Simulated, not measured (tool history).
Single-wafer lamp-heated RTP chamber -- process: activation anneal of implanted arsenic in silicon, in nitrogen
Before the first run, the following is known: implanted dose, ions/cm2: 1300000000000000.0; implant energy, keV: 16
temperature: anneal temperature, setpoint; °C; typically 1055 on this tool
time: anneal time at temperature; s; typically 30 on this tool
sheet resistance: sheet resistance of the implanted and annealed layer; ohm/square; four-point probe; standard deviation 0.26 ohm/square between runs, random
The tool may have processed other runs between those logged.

run,day,temperature,time,"read-back reference wafer on the same gauge, sheet resistance",sheet resistance
1,0.000,1055,30,107.08,98.37
# day 0.371: reflector plate cleaned
# day 1.917: pyrometer window cleaned and pyrometer calibrated
2,1.938,1055,30,107.01,102.07
3,4.554,1055,30,107.02,99.96
4,5.912,1035,30,106.91,105.69
5,8.121,1035,30,107.06,105.14
6,10.196,1035,30,107.15,104.50
# day 13.196: pyrometer window cleaned and pyrometer calibrated
# day 16.042: reflector plate cleaned
7,18.325,1073,30,106.88,95.13
8,21.225,1055,17,106.92,106.58
9,22.950,1055,17,106.96,106.23
# day 23.842: pyrometer window cleaned and pyrometer calibrated
10,25.121,1055,30,106.97,99.98
11,26.983,1055,17,107.00,106.82
12,29.450,1035,37,106.92,101.65
# day 31.421: gauge calibrated
# day 31.729: reflector plate cleaned
13,31.750,1033,16,107.03,117.04
14,33.525,1075,25,107.03,96.79
# day 34.533: pyrometer window cleaned and pyrometer calibrated
15,35.267,1078,39,107.07,91.90
16,37.588,1063,40,107.09,93.56
17,39.983,1055,42,106.99,94.49
18,42.908,1035,18,107.09,112.08
19,44.350,1055,17,107.00,105.82
# day 45.204: pyrometer window cleaned and pyrometer calibrated
20,46.867,1055,30,106.97,99.69
# day 49.725: reflector plate cleaned
21,52.729,1079,35,107.00,92.41

What the log doesn't show, run by run:
gauge reads high (%): 0, the same for each run
H1: true wafer temperature minus pyrometer reading, K
H2: wafer temperature error from the tarnished reflector plate, K
run,H1,H2
1,6.91,8.64
2,0.437,2.15
3,4.35,4.57
4,5.48,5.44
5,6.6,6.45
6,7.18,7.09
7,6.33,3.09
8,7.31,5.39
9,7.61,6.27
10,3.21,7.05
11,5.35,7.5
12,6.9,7.91
13,7.63,0.0562
14,7.94,2.41
15,2.69,4.08
16,5.63,5.61
17,7.18,6.62
18,8.08,7.38
19,8.31,7.63
20,3.03,7.93
21,6.82,4.63

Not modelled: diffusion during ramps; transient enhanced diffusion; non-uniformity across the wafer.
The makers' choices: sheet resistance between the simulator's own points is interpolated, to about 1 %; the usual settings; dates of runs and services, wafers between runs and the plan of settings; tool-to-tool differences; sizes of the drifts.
